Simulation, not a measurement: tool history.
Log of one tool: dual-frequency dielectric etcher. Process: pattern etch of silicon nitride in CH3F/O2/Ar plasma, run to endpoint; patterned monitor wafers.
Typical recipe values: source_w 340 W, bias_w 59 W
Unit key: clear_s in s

run	hour	source_w	bias_w	wafers since the last listed run	hours since the last wet clean	hours since the last source power generator calibration	hours since the last bias power generator calibration	hours since the last upper electrode change	incoming incoming film thickness, nm	clear_s
1	0.0	340	59	0	395.6	3419.4	3200.0	4855.8	32.24	54.6
2	7.1	340	59	57	402.7	3426.5	3207.1	4862.9	32.58	55.8
3	22.3	340	59	123	417.9	3441.7	3222.3	4878.1	32.64	55.4
4	37.4	340	49	122	433.0	3456.8	3237.4	4893.2	32.37	59.5
5	53.0	340	49	126	448.6	3472.4	3253.0	4908.8	32.50	60.0
6	59.8	340	49	55	455.4	3479.2	3259.8	4915.6	32.34	59.5
7	66.3	290	59	52	461.9	3485.7	3266.3	4922.1	32.57	60.9
8	83.7	400	70	141	479.3	3503.1	3283.7	4939.5	32.35	48.8
9	97.7	400	70	113	493.3	3517.1	3297.7	4953.5	32.25	49.1
# hour 114.2: source power generator calibrated
10	115.6	340	52	112	511.2	1.4	3315.6	4971.4	32.47	58.5
11	133.4	340	52	144	529.0	19.2	3333.4	4989.2	32.55	59.1
# hour 166.2: wet clean of the chamber
# hour 180.6: bias power generator calibrated
# hour 181.1: upper electrode replaced
12	181.6	340	52	160	15.4	67.4	1.0	0.5	32.42	54.7
13	181.9	340	53	2	15.7	67.7	1.3	0.8	32.53	54.7
14	182.3	340	53	3	16.1	68.1	1.7	1.2	32.60	55.1
15	191.1	340	59	71	24.9	76.9	10.5	10.0	32.14	52.3
16	203.8	390	59	103	37.6	89.6	23.2	22.7	32.45	49.5
17	221.6	340	59	144	55.4	107.4	41.0	40.5	32.26	52.5
18	231.3	260	44	78	65.1	117.1	50.7	50.2	32.38	66.9
19	247.7	340	59	133	81.5	133.5	67.1	66.6	32.44	53.1
20	264.9	380	48	139	98.7	150.7	84.3	83.8	32.31	54.3
21	274.1	310	59	74	107.9	159.9	93.5	93.0	32.21	55.6
22	283.0	340	53	72	116.8	168.8	102.4	101.9	32.52	56.0
23	299.1	340	59	130	132.9	184.9	118.5	118.0	32.13	52.4
24	316.0	290	70	137	149.8	201.8	135.4	134.9	32.11	53.5
25	331.1	270	73	122	164.9	216.9	150.5	150.0	32.45	55.2
26	347.9	340	51	136	181.7	233.7	167.3	166.8	32.27	56.4
27	361.6	360	59	111	195.4	247.4	181.0	180.5	32.31	52.3
28	375.3	340	59	111	209.1	261.1	194.7	194.2	32.34	53.6

Here are 5 independent what-if runs from the current tool condition. What would each one return?
A	375.7	340	48	3	209.5	261.5	195.1	194.6	32.67	?
B	375.7	280	59	3	209.5	261.5	195.1	194.6	32.67	?
C	375.7	400	59	3	209.5	261.5	195.1	194.6	32.67	?
D	375.7	340	47	3	209.5	261.5	195.1	194.6	32.67	?
E	375.7	310	70	3	209.5	261.5	195.1	194.6	32.67	?

run	clear_s
A	58.0
B	59.2
C	50.1
D	58.4
E	53.0
Stripped of hidden state, with their random variation kept, the same runs would have yielded:
run	clear_s
A	56.9
B	58.1
C	49.2
D	57.3
E	52.0

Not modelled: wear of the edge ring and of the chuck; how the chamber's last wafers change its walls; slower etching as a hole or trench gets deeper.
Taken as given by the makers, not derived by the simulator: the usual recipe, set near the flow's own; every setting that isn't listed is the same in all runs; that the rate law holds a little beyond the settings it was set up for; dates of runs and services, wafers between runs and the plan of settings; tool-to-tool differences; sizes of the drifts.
